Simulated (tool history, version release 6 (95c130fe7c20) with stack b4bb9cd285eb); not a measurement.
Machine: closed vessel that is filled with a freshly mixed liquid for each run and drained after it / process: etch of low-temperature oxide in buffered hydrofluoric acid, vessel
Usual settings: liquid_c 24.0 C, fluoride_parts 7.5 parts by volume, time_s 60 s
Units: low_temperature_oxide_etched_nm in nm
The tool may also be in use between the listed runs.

| run | day | liquid_c | fluoride_parts | time_s | read-back film thickness of the low-temperature oxide reference wafer, read on the same gauge (nm) | low_temperature_oxide_etched_nm |
|---|---|---|---|---|---|---|
| 1 | 0.000 | 24.0 | 7.5 | 60 | 70.01 | 222.22 |
|  | 1.029 | hydrofluoric acid flow meter replaced |
| 2 | 1.779 | 24.0 | 7.5 | 60 | 69.99 | 236.70 |
| 3 | 13.117 | 24.0 | 7.5 | 60 | 70.01 | 228.67 |
| 4 | 14.988 | 24.0 | 7.5 | 60 | 70.00 | 229.66 |
|  | 16.792 | gauge calibrated |
| 5 | 17.900 | 24.0 | 7.5 | 60 | 69.99 | 225.75 |
| 6 | 21.950 | 24.0 | 7.5 | 60 | 70.00 | 226.62 |
| 7 | 23.779 | 24.0 | 7.5 | 60 | 70.01 | 223.40 |
| 8 | 26.758 | 24.0 | 7.5 | 70 | 70.01 | 258.39 |
| 9 | 30.558 | 24.0 | 5.5 | 60 | 70.02 | 296.05 |
|  | 31.696 | thermometer replaced |
| 10 | 34.717 | 24.0 | 7.5 | 60 | 69.99 | 235.17 |
|  | 35.296 | hydrofluoric acid flow meter replaced |
| 11 | 39.012 | 27.5 | 6.0 | 80 | 70.00 | 490.65 |
| 12 | 41.817 | 27.0 | 6.5 | 95 | 70.01 | 525.97 |

The next listed run, before its measurement:
| 13 | 44.288 | 24.0 | 7.5 | 60 | ? | ? |

{"run 13": {"read-back film thickness of the low-temperature oxide reference wafer, read on the same gauge (nm)": 70.01, "low_temperature_oxide_etched_nm": 241.73}}
The same run, on a tool lacking any hidden state, would have yielded low_temperature_oxide_etched_nm 249.78 nm.
